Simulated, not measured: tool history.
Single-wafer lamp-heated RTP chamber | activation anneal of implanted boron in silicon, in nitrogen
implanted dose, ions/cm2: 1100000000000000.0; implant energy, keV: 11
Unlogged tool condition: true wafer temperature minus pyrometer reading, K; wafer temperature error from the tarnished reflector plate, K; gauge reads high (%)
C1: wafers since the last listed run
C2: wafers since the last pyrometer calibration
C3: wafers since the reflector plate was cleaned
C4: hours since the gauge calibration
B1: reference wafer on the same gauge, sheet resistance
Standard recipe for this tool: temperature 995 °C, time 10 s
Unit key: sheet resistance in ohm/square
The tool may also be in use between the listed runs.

run 1 hour=0 | temperature=1012 time=10 | C1=0 C2=585 C3=143 C4=1830 | B1=143.12 | sheet_resistance=125.49
run 2 hour=47.8 | temperature=1012 time=10 | C1=823 C2=1409 C3=967 C4=1877.8 | B1=143.01 | sheet_resistance=124.53
run 3 hour=113.4 | temperature=978 time=10 | C1=1130 C2=2539 C3=2098 C4=1943.4 | B1=143.06 | sheet_resistance=145.27
run 4 hour=168.2 | temperature=978 time=10 | C1=944 C2=3484 C3=3042 C4=1998.2 | B1=142.88 | sheet_resistance=146.3
run 5 hour=256 | temperature=995 time=10 | C1=1513 C2=4997 C3=4555 C4=2086 | B1=142.38 | sheet_resistance=131.98
run 6 hour=298.7 | temperature=995 time=10 | C1=736 C2=5733 C3=5291 C4=2128.7 | B1=142.23 | sheet_resistance=132.36
run 7 hour=335.6 | temperature=977 time=12 | C1=636 C2=6369 C3=5927 C4=2165.6 | B1=142.32 | sheet_resistance=144.42
-- hour=379.5 pyrometer window cleaned and pyrometer calibrated
run 8 hour=436.1 | temperature=995 time=6 | C1=1594 C2=976 C3=7522 C4=2266.1 | B1=141.66 | sheet_resistance=135.25
run 9 hour=488.8 | temperature=995 time=6 | C1=908 C2=1884 C3=8430 C4=2318.8 | B1=141.66 | sheet_resistance=135.83
run 10 hour=533.2 | temperature=995 time=6 | C1=765 C2=2649 C3=9196 C4=2363.2 | B1=141.47 | sheet_resistance=136.09
run 11 hour=588.7 | temperature=1011 time=8 | C1=956 C2=3606 C3=10152 C4=2418.7 | B1=141.25 | sheet_resistance=125.95
run 12 hour=635.3 | temperature=995 time=10 | C1=803 C2=4409 C3=10955 C4=2465.3 | B1=140.98 | sheet_resistance=131.24
-- hour=705.5 gauge calibrated
run 13 hour=715.1 | temperature=995 time=10 | C1=1375 C2=5785 C3=12331 C4=9.6 | B1=149.2 | sheet_resistance=136.81
-- hour=729.3 reflector plate cleaned
run 14 hour=753.4 | temperature=995 time=10 | C1=522 C2=6307 C3=415 C4=47.9 | B1=149.23 | sheet_resistance=137.89
-- hour=786.3 pyrometer window cleaned and pyrometer calibrated
run 15 hour=894.4 | temperature=995 time=14 | C1=2292 C2=1863 C3=2707 C4=188.9 | B1=148.96 | sheet_resistance=136.46
run 16 hour=960.9 | temperature=978 time=12 | C1=1146 C2=3009 C3=3853 C4=255.4 | B1=148.61 | sheet_resistance=150.37
run 17 hour=1013.8 | temperature=967 time=12 | C1=911 C2=3921 C3=4765 C4=308.3 | B1=148.55 | sheet_resistance=161.83
run 18 hour=1078.7 | temperature=995 time=13 | C1=1118 C2=5039 C3=5884 C4=373.2 | B1=148.17 | sheet_resistance=136.11
run 19 hour=1240.5 | temperature=995 time=8 | C1=2788 C2=7828 C3=8673 C4=535 | B1=147.87 | sheet_resistance=138.39
-- hour=1288.2 pyrometer window cleaned and pyrometer calibrated
run 20 hour=1288.7 | temperature=995 time=10 | C1=692 C2=8 C3=9366 C4=583.2 | B1=147.65 | sheet_resistance=137.17
run 21 hour=1381.1 | temperature=984 time=7 | C1=1592 C2=1601 C3=10958 C4=675.6 | B1=147.31 | sheet_resistance=149.11
run 22 hour=1437.5 | temperature=995 time=10 | C1=972 C2=2573 C3=11931 C4=732 | B1=147.32 | sheet_resistance=135.9
-- hour=1561.8 reflector plate cleaned
run 23 hour=1676.1 | temperature=995 time=10 | C1=3974 C2=6548 C3=1970 C4=970.6 | B1=146.48 | sheet_resistance=135.8
run 24 hour=1719.1 | temperature=995 time=10 | C1=741 C2=7289 C3=2711 C4=1013.6 | B1=146.21 | sheet_resistance=135.87
run 25 hour=1781.2 | temperature=995 time=10 | C1=1070 C2=8359 C3=3782 C4=1075.7 | B1=146.34 | sheet_resistance=136.83
-- hour=1801.1 pyrometer window cleaned and pyrometer calibrated
run 26 hour=1873 | temperature=1017 time=10 | C1=1444 C2=1238 C3=5226 C4=1167.5 | B1=145.89 | sheet_resistance=126.33
run 27 hour=1971.9 | temperature=977 time=12 | C1=1704 C2=2943 C3=6931 C4=1266.4 | B1=145.56 | sheet_resistance=147.37
run 28 hour=2063.6 | temperature=995 time=16 | C1=1580 C2=4523 C3=8511 C4=1358.1 | B1=145.58 | sheet_resistance=133.24
run 29 hour=2156 | temperature=1013 time=10 | C1=1592 C2=6116 C3=10104 C4=1450.5 | B1=145.31 | sheet_resistance=126.63
-- hour=2232.5 pyrometer window cleaned and pyrometer calibrated
run 30 hour=2259.2 | temperature=995 time=10 | C1=1640 C2=460 C3=11745 C4=1553.7 | B1=144.76 | sheet_resistance=132.51
run 31 hour=2306.6 | temperature=1003 time=10 | C1=817 C2=1277 C3=12562 C4=1601.1 | B1=144.58 | sheet_resistance=130.2

Take each entry between the runs: how does the hidden state at the last listed run before it differ from the hidden state at the first listed run after it?
Logged between run 7 and run 8: pyrometer window cleaned and pyrometer calibrated (hour 379.5)
  gauge reads high (%): -4.59 -> -4.79
  measured result minus the result with no hidden state, sheet resistance: -6.95 -> -6.81 ohm/square
Logged between run 12 and run 13: gauge calibrated (hour 705.5)
  gauge reads high (%): -5.19 -> 0.271
  measured result minus the result with no hidden state, sheet resistance: -7.18 -> +0.37 ohm/square
Logged between run 13 and run 14: reflector plate cleaned (hour 729.3)
  gauge reads high (%): 0.271 -> 0.194
  measured result minus the result with no hidden state, sheet resistance: +0.37 -> +0.26 ohm/square
Logged between run 14 and run 15: pyrometer window cleaned and pyrometer calibrated (hour 786.3)
  gauge reads high (%): 0.194 -> -0.0893
  measured result minus the result with no hidden state, sheet resistance: +0.26 -> -0.12 ohm/square
Logged between run 19 and run 20: pyrometer window cleaned and pyrometer calibrated (hour 1288.2)
  gauge reads high (%): -0.785 -> -0.882
  measured result minus the result with no hidden state, sheet resistance: -1.1 -> -1.22 ohm/square
Logged between run 22 and run 23: reflector plate cleaned (hour 1561.8)
  gauge reads high (%): -1.18 -> -1.66
  measured result minus the result with no hidden state, sheet resistance: -1.63 -> -2.29 ohm/square
Logged between run 25 and run 26: pyrometer window cleaned and pyrometer calibrated (hour 1801.1)
  gauge reads high (%): -1.87 -> -2.06
  measured result minus the result with no hidden state, sheet resistance: -2.61 -> -2.65 ohm/square
Logged between run 29 and run 30: pyrometer window cleaned and pyrometer calibrated (hour 2232.5)
  gauge reads high (%): -2.63 -> -2.83
  measured result minus the result with no hidden state, sheet resistance: -3.41 -> -3.87 ohm/square
